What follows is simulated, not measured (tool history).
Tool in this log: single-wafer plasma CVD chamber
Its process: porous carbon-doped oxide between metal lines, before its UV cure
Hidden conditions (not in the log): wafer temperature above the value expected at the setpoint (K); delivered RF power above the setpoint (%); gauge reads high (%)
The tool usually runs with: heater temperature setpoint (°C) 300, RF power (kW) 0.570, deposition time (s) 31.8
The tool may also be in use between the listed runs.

run	day	heater temperature setpoint (°C)	RF power (kW)	deposition time (s)	wafers since the last listed run	hours since the last thermocouple change	hours since the last RF generator calibration	hours since the showerhead was replaced	hours since the gauge calibration	read-back reference wafer on the same gauge, thickness_nm	mean film thickness on the monitor wafer (angstrom)
1	0.000	300	0.530	31.8	0	588.0	179.1	2600.9	452.8	178.810	1693.17
2	1.192	300	0.570	31.8	782	616.6	207.7	2629.5	481.4	179.194	1790.45
3	2.892	300	0.570	36.8	1115	657.4	248.5	2670.3	522.2	179.057	2067.05
4	5.767	300	0.570	31.8	1887	726.4	317.5	2739.3	591.2	179.058	1799.26
5	7.067	300	0.570	31.8	853	757.6	348.7	2770.5	622.4	179.151	1784.98
6	9.717	300	0.570	31.8	1739	821.2	412.3	2834.1	686.0	178.759	1784.61
7	12.454	300	0.570	31.8	1796	886.9	478.0	2899.8	751.7	179.019	1766.81
# day 14.642: showerhead replaced
8	15.108	294	0.570	31.8	1523	950.6	541.7	11.2	815.4	178.877	1850.49
9	18.038	294	0.570	31.8	1922	1020.9	612.0	81.5	885.7	178.808	1840.76
10	20.983	300	0.570	36.2	1933	1091.6	682.7	152.2	956.4	178.870	2028.82
11	23.342	289	0.570	31.8	1547	1148.2	739.3	208.8	1013.0	178.954	1888.52
12	24.858	289	0.570	31.8	995	1184.6	775.7	245.2	1049.4	179.078	1884.08
13	26.833	287	0.485	34.4	1296	1232.0	823.1	292.6	1096.8	178.867	1823.00
14	28.450	300	0.570	31.8	1061	1270.8	861.9	331.4	1135.6	179.047	1751.30
# day 30.533: thermocouple changed; heater temperature recalibrated
15	31.000	300	0.500	34.2	1454	11.2	923.1	392.6	1196.8	179.054	1707.08
# day 32.146: gauge calibrated
16	32.438	300	0.570	36.3	943	45.7	957.6	427.1	7.0	179.192	2007.61
17	33.646	300	0.570	36.3	793	74.7	986.6	456.1	36.0	179.044	2005.26
18	35.808	293	0.600	38.0	1419	126.6	1038.5	508.0	87.9	178.949	2274.04
19	38.029	305	0.620	29.2	1457	179.9	1091.8	561.3	141.2	179.003	1661.14
# day 38.571: RF generator calibrated
20	39.258	300	0.570	36.8	588	209.4	16.5	590.8	170.7	179.080	2080.82
21	42.008	291	0.625	36.0	1805	275.4	82.5	656.8	236.7	178.910	2309.36
22	44.742	300	0.570	31.8	1794	341.0	148.1	722.4	302.3	179.130	1809.56
23	46.742	313	0.570	28.9	1312	389.0	196.1	770.4	350.3	179.021	1524.39
24	48.500	304	0.570	31.8	1154	431.2	238.3	812.6	392.5	179.045	1757.98

Hidden state or all else? Some run-to-run changes of mean film thickness on the monitor wafer (angstrom), split into what the settings, what came in and random variation would give without the hidden state, and what is left for the hidden state (with any gauge scatter that isn't in both results):
Run 18 -> 19: heater temperature setpoint (°C) 293 -> 305, RF power (kW) 0.600 -> 0.620, deposition time (s) 38.0 -> 29.2. mean film thickness on the monitor wafer (angstrom) -612.90: hidden state +16.51, all else -629.41.
Run 19 -> 20: heater temperature setpoint (°C) 305 -> 300, RF power (kW) 0.620 -> 0.570, deposition time (s) 29.2 -> 36.8, RF generator calibrated. mean film thickness on the monitor wafer (angstrom) +419.68: hidden state +52.46, all else +367.22.
Run 21 -> 22: heater temperature setpoint (°C) 291 -> 300, RF power (kW) 0.625 -> 0.570, deposition time (s) 36.0 -> 31.8. mean film thickness on the monitor wafer (angstrom) -499.80: hidden state -1.88, all else -497.92.
